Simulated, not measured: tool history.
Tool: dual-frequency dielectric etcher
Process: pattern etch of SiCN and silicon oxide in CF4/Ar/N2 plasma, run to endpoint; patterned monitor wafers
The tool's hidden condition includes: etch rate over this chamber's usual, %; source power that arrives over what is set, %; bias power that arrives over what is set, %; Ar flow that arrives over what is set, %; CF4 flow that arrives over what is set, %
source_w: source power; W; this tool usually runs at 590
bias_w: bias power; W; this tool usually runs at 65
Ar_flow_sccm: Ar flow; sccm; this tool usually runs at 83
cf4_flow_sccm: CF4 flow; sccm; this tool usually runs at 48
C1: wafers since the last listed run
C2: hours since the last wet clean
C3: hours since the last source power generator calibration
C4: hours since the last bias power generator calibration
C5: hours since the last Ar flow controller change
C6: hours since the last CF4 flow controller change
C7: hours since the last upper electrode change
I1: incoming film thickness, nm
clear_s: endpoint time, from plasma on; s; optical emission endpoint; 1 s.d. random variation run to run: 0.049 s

run 1 hour=0 | source_w=640 bias_w=65 Ar_flow_sccm=83 cf4_flow_sccm=60 | C1=0 C2=124.4 C3=1727.9 C4=300.2 C5=32.7 C6=2477.5 C7=2377.7 | I1=10.98 | clear_s=9.9
run 2 hour=14.1 | source_w=590 bias_w=65 Ar_flow_sccm=83 cf4_flow_sccm=38 | C1=292 C2=138.5 C3=1742 C4=314.3 C5=46.8 C6=2491.6 C7=2391.8 | I1=10.98 | clear_s=11.8
run 3 hour=39.8 | source_w=590 bias_w=74 Ar_flow_sccm=83 cf4_flow_sccm=48 | C1=532 C2=164.2 C3=1767.7 C4=340 C5=72.5 C6=2517.3 C7=2417.5 | I1=11 | clear_s=10.6
run 4 hour=63.1 | source_w=590 bias_w=55 Ar_flow_sccm=83 cf4_flow_sccm=44 | C1=483 C2=187.5 C3=1791 C4=363.3 C5=95.8 C6=2540.6 C7=2440.8 | I1=10.9 | clear_s=11.5
run 5 hour=79.8 | source_w=590 bias_w=65 Ar_flow_sccm=83 cf4_flow_sccm=48 | C1=346 C2=204.2 C3=1807.7 C4=380 C5=112.5 C6=2557.3 C7=2457.5 | I1=10.95 | clear_s=10.9
run 6 hour=95.5 | source_w=590 bias_w=55 Ar_flow_sccm=68 cf4_flow_sccm=48 | C1=325 C2=219.9 C3=1823.4 C4=395.7 C5=128.2 C6=2573 C7=2473.2 | I1=11.08 | clear_s=10.9
run 7 hour=114.8 | source_w=690 bias_w=65 Ar_flow_sccm=83 cf4_flow_sccm=48 | C1=400 C2=239.2 C3=1842.7 C4=415 C5=147.5 C6=2592.3 C7=2492.5 | I1=11.04 | clear_s=9.8
run 8 hour=149.7 | source_w=500 bias_w=80 Ar_flow_sccm=83 cf4_flow_sccm=48 | C1=723 C2=274.1 C3=1877.6 C4=449.9 C5=182.4 C6=2627.2 C7=2527.4 | I1=10.94 | clear_s=11.5
-- hour=165.8 CF4 flow controller replaced
run 9 hour=181.6 | source_w=450 bias_w=65 Ar_flow_sccm=83 cf4_flow_sccm=58 | C1=537 C2=306 C3=1909.5 C4=481.8 C5=214.3 C6=15.8 C7=2559.3 | I1=10.97 | clear_s=12.4
-- hour=213.5 upper electrode replaced
run 10 hour=214 | source_w=590 bias_w=65 Ar_flow_sccm=101 cf4_flow_sccm=48 | C1=174 C2=338.4 C3=1941.9 C4=514.2 C5=246.7 C6=48.2 C7=0.5 | I1=11.01 | clear_s=11.3
run 11 hour=235.3 | source_w=590 bias_w=65 Ar_flow_sccm=83 cf4_flow_sccm=48 | C1=441 C2=359.7 C3=1963.2 C4=535.5 C5=268 C6=69.5 C7=21.8 | I1=10.97 | clear_s=10.7
-- hour=243.8 source power generator calibrated
run 12 hour=250.9 | source_w=590 bias_w=60 Ar_flow_sccm=83 cf4_flow_sccm=36 | C1=240 C2=375.3 C3=7.1 C4=551.1 C5=283.6 C6=85.1 C7=37.4 | I1=11.04 | clear_s=11.9
-- hour=295.4 wet clean of the chamber
run 13 hour=295.9 | source_w=590 bias_w=65 Ar_flow_sccm=83 cf4_flow_sccm=48 | C1=435 C2=0.5 C3=52.1 C4=596.1 C5=328.6 C6=130.1 C7=82.4 | I1=10.98 | clear_s=11.2
run 14 hour=296.2 | source_w=590 bias_w=65 Ar_flow_sccm=88 cf4_flow_sccm=48 | C1=6 C2=0.8 C3=52.4 C4=596.4 C5=328.9 C6=130.4 C7=82.7 | I1=10.92 | clear_s=11.3
run 15 hour=311.5 | source_w=590 bias_w=71 Ar_flow_sccm=92 cf4_flow_sccm=48 | C1=317 C2=16.1 C3=67.7 C4=611.7 C5=344.2 C6=145.7 C7=98 | I1=10.96 | clear_s=11.2
run 16 hour=337.4 | source_w=590 bias_w=58 Ar_flow_sccm=95 cf4_flow_sccm=48 | C1=537 C2=42 C3=93.6 C4=637.6 C5=370.1 C6=171.6 C7=123.9 | I1=10.97 | clear_s=11.7
run 17 hour=358.7 | source_w=650 bias_w=65 Ar_flow_sccm=101 cf4_flow_sccm=48 | C1=441 C2=63.3 C3=114.9 C4=658.9 C5=391.4 C6=192.9 C7=145.2 | I1=11.02 | clear_s=10.9
run 18 hour=388 | source_w=630 bias_w=76 Ar_flow_sccm=92 cf4_flow_sccm=39 | C1=607 C2=92.6 C3=144.2 C4=688.2 C5=420.7 C6=222.2 C7=174.5 | I1=10.88 | clear_s=10.8
run 19 hour=407.3 | source_w=690 bias_w=65 Ar_flow_sccm=104 cf4_flow_sccm=48 | C1=400 C2=111.9 C3=163.5 C4=707.5 C5=440 C6=241.5 C7=193.8 | I1=10.99 | clear_s=10.3
run 20 hour=440.7 | source_w=590 bias_w=59 Ar_flow_sccm=97 cf4_flow_sccm=48 | C1=692 C2=145.3 C3=196.9 C4=740.9 C5=473.4 C6=274.9 C7=227.2 | I1=10.92 | clear_s=11.6
run 21 hour=460.9 | source_w=590 bias_w=65 Ar_flow_sccm=83 cf4_flow_sccm=48 | C1=418 C2=165.5 C3=217.1 C4=761.1 C5=493.6 C6=295.1 C7=247.4 | I1=10.96 | clear_s=11
run 22 hour=491.8 | source_w=590 bias_w=65 Ar_flow_sccm=83 cf4_flow_sccm=48 | C1=640 C2=196.4 C3=248 C4=792 C5=524.5 C6=326 C7=278.3 | I1=10.97 | clear_s=10.9
run 23 hour=526.9 | source_w=660 bias_w=65 Ar_flow_sccm=64 cf4_flow_sccm=43 | C1=727 C2=231.5 C3=283.1 C4=827.1 C5=559.6 C6=361.1 C7=313.4 | I1=11.08 | clear_s=9.8
run 24 hour=560 | source_w=460 bias_w=65 Ar_flow_sccm=83 cf4_flow_sccm=41 | C1=686 C2=264.6 C3=316.2 C4=860.2 C5=592.7 C6=394.2 C7=346.5 | I1=11.03 | clear_s=13.5

4 options for the next run, each taken on its own from the tool as it stands now. Forecast them:
run A hour=560.4 | source_w=590 bias_w=65 Ar_flow_sccm=92 cf4_flow_sccm=48 | C1=8 C2=265 C3=316.6 C4=860.6 C5=593.1 C6=394.6 C7=346.9 | I1=10.99 | clear_s=?
run B hour=560.4 | source_w=590 bias_w=65 Ar_flow_sccm=64 cf4_flow_sccm=54 | C1=8 C2=265 C3=316.6 C4=860.6 C5=593.1 C6=394.6 C7=346.9 | I1=10.99 | clear_s=?
run C hour=560.4 | source_w=550 bias_w=80 Ar_flow_sccm=96 cf4_flow_sccm=56 | C1=8 C2=265 C3=316.6 C4=860.6 C5=593.1 C6=394.6 C7=346.9 | I1=10.99 | clear_s=?
run D hour=560.4 | source_w=670 bias_w=65 Ar_flow_sccm=83 cf4_flow_sccm=48 | C1=8 C2=265 C3=316.6 C4=860.6 C5=593.1 C6=394.6 C7=346.9 | I1=10.99 | clear_s=?

run=A clear_s=11
run=B clear_s=9.9
run=C clear_s=10.7
run=D clear_s=9.8
Without the tool's unlogged condition, the same runs would have read:
run=A clear_s=11.3
run=B clear_s=10.2
run=C clear_s=11
run=D clear_s=10.1
